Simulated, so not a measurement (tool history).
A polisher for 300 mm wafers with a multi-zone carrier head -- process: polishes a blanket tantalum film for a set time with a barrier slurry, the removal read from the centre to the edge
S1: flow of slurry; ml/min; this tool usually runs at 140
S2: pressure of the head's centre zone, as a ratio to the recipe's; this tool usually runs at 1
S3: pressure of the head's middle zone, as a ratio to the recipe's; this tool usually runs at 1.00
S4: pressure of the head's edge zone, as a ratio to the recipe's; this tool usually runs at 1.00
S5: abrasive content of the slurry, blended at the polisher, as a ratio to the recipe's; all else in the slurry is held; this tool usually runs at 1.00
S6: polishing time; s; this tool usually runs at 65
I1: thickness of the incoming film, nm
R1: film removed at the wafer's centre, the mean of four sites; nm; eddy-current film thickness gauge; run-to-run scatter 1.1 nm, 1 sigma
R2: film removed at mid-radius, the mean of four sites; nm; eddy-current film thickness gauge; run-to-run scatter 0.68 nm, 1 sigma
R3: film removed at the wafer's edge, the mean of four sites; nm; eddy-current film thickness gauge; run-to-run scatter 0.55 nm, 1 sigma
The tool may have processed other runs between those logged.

run,hour,S1,S2,S3,S4,S5,S6,I1,R1,R2,R3
1,0.0,140,1,1.00,1.00,1.15,65,249.5,80.5,77.9,77.7
2,10.4,140,1,1.00,1.00,1.15,65,250.5,77.5,79.1,76.3
3,24.6,140,1,1.00,1.00,1.00,65,246.3,72.7,71.7,73.3
4,33.6,140,1,1.00,1.00,1.00,65,248.7,73.5,72.9,72.5
5,50.2,140,1,1.00,1.00,1.00,65,252.2,72.5,70.7,70.1
# hour 54.7: edge zone pressure recalibrated
6,59.4,140,1,1.00,1.00,1.00,65,249.8,71.3,68.1,70.0
# hour 64.4: worn pad replaced by a new one
# hour 78.5: centre zone pressure recalibrated
7,79.0,140,1,1.00,1.00,1.00,65,254.0,76.3,74.7,74.0
# hour 86.7: carrier head's membrane replaced by a new one
8,87.2,140,1,1.00,1.00,1.25,65,251.5,77.6,76.6,77.6
9,93.7,140,1,1.00,1.00,1.00,65,247.4,73.1,73.1,73.3
10,111.8,140,1,1.00,1.00,1.00,65,248.0,72.0,71.5,69.7
# hour 117.9: slurry nozzle cleaned
11,123.9,140,1,1.00,1.00,1.10,65,246.1,73.9,69.8,70.5
# hour 136.4: worn pad replaced by a new one
12,139.7,140,1,0.89,1.00,1.00,65,247.7,79.5,71.7,77.2
13,152.2,140,1,0.93,1.00,1.10,65,251.7,78.8,73.0,76.3
14,160.4,140,1,1.07,1.00,1.30,65,250.7,82.2,82.3,79.0

Below are 5 alternative next runs, each starting from the tool's condition after run 14. Predict each:
A,160.8,140,1,1.00,1.00,1.00,65,246.9,?,?,?
B,160.8,155,1,1.03,1.00,1.00,65,246.9,?,?,?
C,160.8,140,1,1.00,1.00,1.00,85,246.9,?,?,?
D,160.8,140,1,1.00,1.03,1.00,65,246.9,?,?,?
E,160.8,140,1,1.00,1.00,0.85,65,246.9,?,?,?

run,R1,R2,R3
A,74.9,74.6,73.9
B,76.7,77.5,75.0
C,97.9,97.5,96.6
D,74.9,74.6,74.9
E,71.9,71.7,71.0
Stripped of hidden state, with their random variation kept, the same runs would have yielded:
run,R1,R2,R3
A,77.6,77.3,76.5
B,79.4,80.3,77.7
C,101.5,101.0,100.1
D,77.6,77.3,77.6
E,74.5,74.2,73.5
